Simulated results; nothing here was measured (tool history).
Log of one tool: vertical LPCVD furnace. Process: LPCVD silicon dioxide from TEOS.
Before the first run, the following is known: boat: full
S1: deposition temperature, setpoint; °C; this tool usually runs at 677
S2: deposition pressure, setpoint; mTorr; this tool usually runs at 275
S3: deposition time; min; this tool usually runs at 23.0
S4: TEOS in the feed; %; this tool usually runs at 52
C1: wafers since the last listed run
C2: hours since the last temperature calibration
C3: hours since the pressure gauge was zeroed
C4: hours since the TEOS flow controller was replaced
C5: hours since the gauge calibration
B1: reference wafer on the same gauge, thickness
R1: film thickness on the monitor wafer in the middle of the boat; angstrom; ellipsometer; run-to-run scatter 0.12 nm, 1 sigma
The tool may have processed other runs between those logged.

run,hour,S1,S2,S3,S4,C1,C2,C3,C4,C5,B1,R1
1,0.0,684,275,23.0,52,0,4123.0,3607.2,3798.4,109.5,71.59,1025.7
2,17.3,684,275,23.0,52,237,4140.3,3624.5,3815.7,126.8,71.56,1025.6
3,39.4,684,275,23.0,52,302,4162.4,3646.6,3837.8,148.9,71.59,1025.4
4,58.4,679,275,23.0,52,260,4181.4,3665.6,3856.8,167.9,71.60,909.2
5,91.1,677,275,23.0,52,448,4214.1,3698.3,3889.5,200.6,71.59,868.1
6,113.9,677,275,23.0,52,312,4236.9,3721.1,3912.3,223.4,71.60,867.4
7,135.5,677,275,23.0,52,296,4258.5,3742.7,3933.9,245.0,71.59,868.1
8,214.4,677,275,28.0,52,1081,4337.4,3821.6,4012.8,323.9,71.61,1055.7
9,316.3,677,275,28.0,52,1397,4439.3,3923.5,4114.7,425.8,71.59,1060.7
10,331.0,677,275,28.0,52,201,4454.0,3938.2,4129.4,440.5,71.60,1055.4
# hour 373.4: TEOS flow controller replaced
11,373.9,677,275,23.0,52,259,4496.9,3981.1,0.5,483.4,71.63,869.5
12,378.9,677,275,23.0,52,68,4501.9,3986.1,5.5,488.4,71.59,870.4
13,397.5,677,275,23.0,47,255,4520.5,4004.7,24.1,507.0,71.57,826.0
14,413.6,677,275,23.0,52,220,4536.6,4020.8,40.2,523.1,71.63,868.8
15,442.2,677,275,19.5,57,392,4565.2,4049.4,68.8,551.7,71.57,772.0

Expected results for the next run?
# hour 448.8: gauge calibrated
16,468.2,687,275,23.0,52,356,4591.2,4075.4,94.8,19.4,?,?

For run 16 the tool returned B1 71.57, R1 1103.9 angstrom.
If the tool had no hidden condition, the same run with the same run-to-run variation would have returned R1 1013.3 angstrom.
